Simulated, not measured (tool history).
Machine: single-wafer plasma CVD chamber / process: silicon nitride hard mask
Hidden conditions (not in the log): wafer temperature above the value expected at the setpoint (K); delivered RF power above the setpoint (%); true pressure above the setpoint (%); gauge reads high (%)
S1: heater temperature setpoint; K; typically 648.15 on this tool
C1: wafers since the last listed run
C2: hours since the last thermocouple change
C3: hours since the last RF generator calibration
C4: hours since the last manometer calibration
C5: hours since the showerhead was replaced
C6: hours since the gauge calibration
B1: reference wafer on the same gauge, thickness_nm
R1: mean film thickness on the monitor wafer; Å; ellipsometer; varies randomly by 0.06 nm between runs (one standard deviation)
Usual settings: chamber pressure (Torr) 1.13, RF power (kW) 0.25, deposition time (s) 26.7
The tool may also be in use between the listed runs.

run 1 hour=0 | S1=648.15 chamber_pressure_(Torr)=1.13 RF_power_(kW)=0.25 deposition_time_(s)=26.7 | C1=0 C2=1623.8 C3=2018.5 C4=1015.6 C5=3585.6 C6=260.7 | B1=22.309 | R1=229.77
run 2 hour=82.3 | S1=648.15 chamber_pressure_(Torr)=1.13 RF_power_(kW)=0.25 deposition_time_(s)=26.7 | C1=1085 C2=1706.1 C3=2100.8 C4=1097.9 C5=3667.9 C6=343 | B1=22.311 | R1=229.68
run 3 hour=103.9 | S1=648.15 chamber_pressure_(Torr)=1.13 RF_power_(kW)=0.25 deposition_time_(s)=26.7 | C1=285 C2=1727.7 C3=2122.4 C4=1119.5 C5=3689.5 C6=364.6 | B1=22.301 | R1=229.9
run 4 hour=119.3 | S1=637.15 chamber_pressure_(Torr)=1.13 RF_power_(kW)=0.25 deposition_time_(s)=28 | C1=203 C2=1743.1 C3=2137.8 C4=1134.9 C5=3704.9 C6=380 | B1=22.3 | R1=242.82
run 5 hour=150.6 | S1=637.15 chamber_pressure_(Torr)=1.13 RF_power_(kW)=0.25 deposition_time_(s)=28 | C1=413 C2=1774.4 C3=2169.1 C4=1166.2 C5=3736.2 C6=411.3 | B1=22.303 | R1=241.84
run 6 hour=169.5 | S1=648.15 chamber_pressure_(Torr)=1.13 RF_power_(kW)=0.25 deposition_time_(s)=23.2 | C1=249 C2=1793.3 C3=2188 C4=1185.1 C5=3755.1 C6=430.2 | B1=22.302 | R1=200.6
run 7 hour=185 | S1=648.15 chamber_pressure_(Torr)=1.13 RF_power_(kW)=0.25 deposition_time_(s)=23.2 | C1=204 C2=1808.8 C3=2203.5 C4=1200.6 C5=3770.6 C6=445.7 | B1=22.301 | R1=199.4
run 8 hour=214 | S1=648.15 chamber_pressure_(Torr)=1.13 RF_power_(kW)=0.25 deposition_time_(s)=23.2 | C1=382 C2=1837.8 C3=2232.5 C4=1229.6 C5=3799.6 C6=474.7 | B1=22.299 | R1=199.94
run 9 hour=231 | S1=648.15 chamber_pressure_(Torr)=1.13 RF_power_(kW)=0.265 deposition_time_(s)=26.7 | C1=224 C2=1854.8 C3=2249.5 C4=1246.6 C5=3816.6 C6=491.7 | B1=22.297 | R1=238.39
-- hour=246.4 capacitance manometer re-zeroed and calibrated
-- hour=259 thermocouple changed; heater temperature recalibrated
-- hour=296.5 RF generator calibrated
run 10 hour=309.8 | S1=652.15 chamber_pressure_(Torr)=1.02 RF_power_(kW)=0.25 deposition_time_(s)=26.7 | C1=723 C2=50.8 C3=13.3 C4=63.4 C5=3895.4 C6=570.5 | B1=22.301 | R1=224.04
run 11 hour=333.2 | S1=662.15 chamber_pressure_(Torr)=1.41 RF_power_(kW)=0.25 deposition_time_(s)=28.6 | C1=308 C2=74.2 C3=36.7 C4=86.8 C5=3918.8 C6=593.9 | B1=22.285 | R1=271.96
run 12 hour=352.7 | S1=640.15 chamber_pressure_(Torr)=1.13 RF_power_(kW)=0.29 deposition_time_(s)=24.7 | C1=257 C2=93.7 C3=56.2 C4=106.3 C5=3938.3 C6=613.4 | B1=22.3 | R1=240.11
run 13 hour=372.4 | S1=659.15 chamber_pressure_(Torr)=1.28 RF_power_(kW)=0.25 deposition_time_(s)=26.7 | C1=259 C2=113.4 C3=75.9 C4=126 C5=3958 C6=633.1 | B1=22.284 | R1=245.6
run 14 hour=403.5 | S1=648.15 chamber_pressure_(Torr)=1.13 RF_power_(kW)=0.22 deposition_time_(s)=26.7 | C1=410 C2=144.5 C3=107 C4=157.1 C5=3989.1 C6=664.2 | B1=22.289 | R1=216.18
-- hour=412.7 capacitance manometer re-zeroed and calibrated, repeated, since the last time left the tool worse
-- hour=435.8 showerhead replaced
run 15 hour=436.3 | S1=657.15 chamber_pressure_(Torr)=1.24 RF_power_(kW)=0.25 deposition_time_(s)=28.7 | C1=221 C2=177.3 C3=139.8 C4=23.6 C5=0.5 C6=697 | B1=22.296 | R1=249.68
-- hour=447.2 gauge calibrated
run 16 hour=457.7 | S1=638.15 chamber_pressure_(Torr)=1.26 RF_power_(kW)=0.295 deposition_time_(s)=28.5 | C1=282 C2=198.7 C3=161.2 C4=45 C5=21.9 C6=10.5 | B1=22.309 | R1=279.44
run 17 hour=469.8 | S1=657.15 chamber_pressure_(Torr)=0.93 RF_power_(kW)=0.25 deposition_time_(s)=30.2 | C1=159 C2=210.8 C3=173.3 C4=57.1 C5=34 C6=22.6 | B1=22.302 | R1=228.17
run 18 hour=561.6 | S1=648.15 chamber_pressure_(Torr)=1.13 RF_power_(kW)=0.25 deposition_time_(s)=31.1 | C1=1211 C2=302.6 C3=265.1 C4=148.9 C5=125.8 C6=114.4 | B1=22.305 | R1=261.54
run 19 hour=585.5 | S1=656.15 chamber_pressure_(Torr)=0.92 RF_power_(kW)=0.21 deposition_time_(s)=31.5 | C1=315 C2=326.5 C3=289 C4=172.8 C5=149.7 C6=138.3 | B1=22.302 | R1=212.8
run 20 hour=605.4 | S1=661.15 chamber_pressure_(Torr)=1.13 RF_power_(kW)=0.295 deposition_time_(s)=23.6 | C1=262 C2=346.4 C3=308.9 C4=192.7 C5=169.6 C6=158.2 | B1=22.294 | R1=219.36
run 21 hour=620.5 | S1=656.15 chamber_pressure_(Torr)=1.35 RF_power_(kW)=0.25 deposition_time_(s)=26.7 | C1=199 C2=361.5 C3=324 C4=207.8 C5=184.7 C6=173.3 | B1=22.303 | R1=241.71
run 22 hour=666.8 | S1=648.15 chamber_pressure_(Torr)=1.13 RF_power_(kW)=0.225 deposition_time_(s)=23.4 | C1=610 C2=407.8 C3=370.3 C4=254.1 C5=231 C6=219.6 | B1=22.299 | R1=184.85
run 23 hour=695.3 | S1=648.15 chamber_pressure_(Torr)=1.13 RF_power_(kW)=0.25 deposition_time_(s)=26.7 | C1=376 C2=436.3 C3=398.8 C4=282.6 C5=259.5 C6=248.1 | B1=22.309 | R1=225.17
run 24 hour=720.6 | S1=662.15 chamber_pressure_(Torr)=1.13 RF_power_(kW)=0.25 deposition_time_(s)=26.7 | C1=333 C2=461.6 C3=424.1 C4=307.9 C5=284.8 C6=273.4 | B1=22.292 | R1=225.06
run 25 hour=746.3 | S1=648.15 chamber_pressure_(Torr)=1.13 RF_power_(kW)=0.25 deposition_time_(s)=26.7 | C1=339 C2=487.3 C3=449.8 C4=333.6 C5=310.5 C6=299.1 | B1=22.294 | R1=225.07
run 26 hour=767.9 | S1=648.15 chamber_pressure_(Torr)=0.94 RF_power_(kW)=0.25 deposition_time_(s)=26.7 | C1=285 C2=508.9 C3=471.4 C4=355.2 C5=332.1 C6=320.7 | B1=22.302 | R1=205.84
run 27 hour=782.6 | S1=648.15 chamber_pressure_(Torr)=1.13 RF_power_(kW)=0.25 deposition_time_(s)=26.7 | C1=193 C2=523.6 C3=486.1 C4=369.9 C5=346.8 C6=335.4 | B1=22.305 | R1=224.91

5 ways to go on from here, each from the tool as it stands after run 27. What would each give?
run A hour=783 | S1=648.15 chamber_pressure_(Torr)=1.13 RF_power_(kW)=0.25 deposition_time_(s)=26.7 | C1=5 C2=524 C3=486.5 C4=370.3 C5=347.2 C6=335.8 | B1=? | R1=?
run B hour=783 | S1=636.15 chamber_pressure_(Torr)=0.91 RF_power_(kW)=0.25 deposition_time_(s)=28.7 | C1=5 C2=524 C3=486.5 C4=370.3 C5=347.2 C6=335.8 | B1=? | R1=?
run C hour=783 | S1=648.15 chamber_pressure_(Torr)=1.4 RF_power_(kW)=0.235 deposition_time_(s)=26.7 | C1=5 C2=524 C3=486.5 C4=370.3 C5=347.2 C6=335.8 | B1=? | R1=?
run D hour=783 | S1=648.15 chamber_pressure_(Torr)=1.37 RF_power_(kW)=0.205 deposition_time_(s)=23.7 | C1=5 C2=524 C3=486.5 C4=370.3 C5=347.2 C6=335.8 | B1=? | R1=?
run E hour=783 | S1=661.15 chamber_pressure_(Torr)=1.28 RF_power_(kW)=0.25 deposition_time_(s)=31.5 | C1=5 C2=524 C3=486.5 C4=370.3 C5=347.2 C6=335.8 | B1=? | R1=?

run=A B1=22.305 R1=225.7
run=B B1=22.305 R1=218.68
run=C B1=22.305 R1=236.73
run=D B1=22.305 R1=190.63
run=E B1=22.305 R1=278.86
Without the tool's hidden state the same runs would have given:
run=A R1=225.37
run=B R1=218.31
run=C R1=236.42
run=D R1=190.37
run=E R1=278.47
